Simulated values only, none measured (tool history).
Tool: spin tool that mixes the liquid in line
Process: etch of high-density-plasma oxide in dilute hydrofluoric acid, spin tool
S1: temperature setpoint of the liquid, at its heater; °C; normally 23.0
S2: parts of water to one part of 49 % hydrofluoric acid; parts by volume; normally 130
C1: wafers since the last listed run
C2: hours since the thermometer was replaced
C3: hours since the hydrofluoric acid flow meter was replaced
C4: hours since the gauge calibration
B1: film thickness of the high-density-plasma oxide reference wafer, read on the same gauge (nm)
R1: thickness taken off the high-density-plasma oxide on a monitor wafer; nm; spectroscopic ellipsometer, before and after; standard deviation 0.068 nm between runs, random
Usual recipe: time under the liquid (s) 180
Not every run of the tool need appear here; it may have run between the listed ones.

Run 1, day 0.000: usual settings but time under the liquid (s) 240; C1 0; C2 2303.8; C3 912.9; C4 547.4; B1 50.02. Result: R1 8.29 nm.
Run 2, day 2.200: usual settings but time under the liquid (s) 240; C1 409; C2 2356.6; C3 965.7; C4 600.2; B1 50.00. Result: R1 8.35 nm.
Run 3, day 3.692: usual settings but S2 150 parts by volume; C1 277; C2 2392.4; C3 1001.5; C4 636.0; B1 49.99. Result: R1 5.30 nm.
Run 4, day 4.875: usual settings but S2 150 parts by volume; C1 220; C2 2420.8; C3 1029.9; C4 664.4; B1 50.03. Result: R1 5.39 nm.
Run 5, day 6.475: usual settings but S2 150 parts by volume; C1 298; C2 2459.2; C3 1068.3; C4 702.8; B1 49.99. Result: R1 5.19 nm.
Run 6, day 15.312: usual settings; C1 1646; C2 2671.3; C3 1280.4; C4 914.9; B1 49.99. Result: R1 6.34 nm.
Run 7, day 17.150: usual settings; C1 342; C2 2715.4; C3 1324.5; C4 959.0; B1 50.02. Result: R1 6.17 nm.
Run 8, day 20.500: usual settings; C1 624; C2 2795.8; C3 1404.9; C4 1039.4; B1 49.98. Result: R1 6.28 nm.
Run 9, day 22.646: usual settings; C1 399; C2 2847.3; C3 1456.4; C4 1090.9; B1 50.00. Result: R1 6.10 nm.
Run 10, day 25.250: usual settings; C1 485; C2 2909.8; C3 1518.9; C4 1153.4; B1 49.99. Result: R1 6.12 nm.
At day 26.362: thermometer replaced.
Run 11, day 32.692: usual settings; C1 1379; C2 151.9; C3 1697.5; C4 1332.0; B1 50.01. Result: R1 6.86 nm.
Run 12, day 33.833: usual settings; C1 212; C2 179.3; C3 1724.9; C4 1359.4; B1 50.01. Result: R1 6.84 nm.
At day 34.817: hydrofluoric acid flow meter replaced.
At day 35.550: gauge calibrated.
Run 13, day 35.579: usual settings but S2 90 parts by volume; C1 317; C2 221.2; C3 18.3; C4 0.7; B1 50.00. Result: R1 10.37 nm.
Run 14, day 37.250: usual settings but S2 90 parts by volume; C1 311; C2 261.3; C3 58.4; C4 40.8; B1 49.98. Result: R1 10.24 nm.
Run 15, day 38.521: usual settings but S2 90 parts by volume; C1 236; C2 291.8; C3 88.9; C4 71.3; B1 49.98. Result: R1 10.30 nm.
Run 16, day 40.296: usual settings; C1 330; C2 334.4; C3 131.5; C4 113.9; B1 50.01. Result: R1 6.93 nm.
Run 17, day 43.233: usual settings but S1 20.5 °C, S2 75 parts by volume, time under the liquid (s) 255; C1 547; C2 404.9; C3 202.0; C4 184.4; B1 50.00. Result: R1 16.06 nm.
Run 18, day 46.054: usual settings; C1 525; C2 472.6; C3 269.7; C4 252.1; B1 49.98. Result: R1 6.72 nm.
Run 19, day 48.300: usual settings but S1 26.0 °C, S2 180 parts by volume, time under the liquid (s) 280; C1 418; C2 526.5; C3 323.6; C4 306.0; B1 50.00. Result: R1 7.93 nm.
Run 20, day 50.529: usual settings; C1 415; C2 580.0; C3 377.1; C4 359.5; B1 50.01. Result: R1 6.63 nm.
Run 21, day 51.904: usual settings but S1 26.0 °C, time under the liquid (s) 260; C1 256; C2 613.0; C3 410.1; C4 392.5; B1 49.97. Result: R1 10.88 nm.
Run 22, day 54.446: usual settings but S1 19.0 °C, S2 80 parts by volume; C1 473; C2 674.0; C3 471.1; C4 453.5; B1 50.01. Result: R1 9.69 nm.
Run 23, day 56.121: usual settings but S2 95 parts by volume; C1 312; C2 714.2; C3 511.3; C4 493.7; B1 49.99. Result: R1 9.51 nm.
Run 24, day 58.642: usual settings but S1 19.0 °C; C1 469; C2 774.7; C3 571.8; C4 554.2; B1 50.01. Result: R1 5.65 nm.
Run 25, day 60.308: usual settings but S2 110 parts by volume; C1 310; C2 814.7; C3 611.8; C4 594.2; B1 49.97. Result: R1 8.04 nm.
Run 26, day 62.246: usual settings but time under the liquid (s) 80; C1 361; C2 861.2; C3 658.3; C4 640.7; B1 49.98. Result: R1 2.95 nm.
Run 27, day 63.275: usual settings but S1 21.0 °C, S2 165 parts by volume, time under the liquid (s) 150; C1 191; C2 885.9; C3 683.0; C4 665.4; B1 50.01. Result: R1 3.85 nm.
Run 28, day 65.400: usual settings; C1 396; C2 936.9; C3 734.0; C4 716.4; B1 49.99. Result: R1 6.71 nm.
Run 29, day 67.775: usual settings; C1 442; C2 993.9; C3 791.0; C4 773.4; B1 50.00. Result: R1 6.63 nm.
Run 30, day 69.862: usual settings; C1 389; C2 1044.0; C3 841.1; C4 823.5; B1 50.04. Result: R1 6.56 nm.

Measured minus without-hidden-state, run by run (identical run-to-run variation in each term; gauge scatter may differ):
Hidden state at play: liquid colder than its thermometer reads (K); hydrofluoric acid flow below the setpoint (%); gauge reads high (%).
run     R1
  1  -0.74
  2  -0.77
  3  -0.49
  4  -0.50
  5  -0.50
  6  -0.66
  7  -0.66
  8  -0.69
  9  -0.69
 10  -0.71
 11  -0.07
 12  -0.07
 13  -0.13
 14  -0.14
 15  -0.15
 16  -0.12
 17  -0.33
 18  -0.14
 19  -0.17
 20  -0.17
 21  -0.28
 22  -0.30
 23  -0.29
 24  -0.19
 25  -0.28
 26  -0.11
 27  -0.15
 28  -0.26
 29  -0.28
 30  -0.28

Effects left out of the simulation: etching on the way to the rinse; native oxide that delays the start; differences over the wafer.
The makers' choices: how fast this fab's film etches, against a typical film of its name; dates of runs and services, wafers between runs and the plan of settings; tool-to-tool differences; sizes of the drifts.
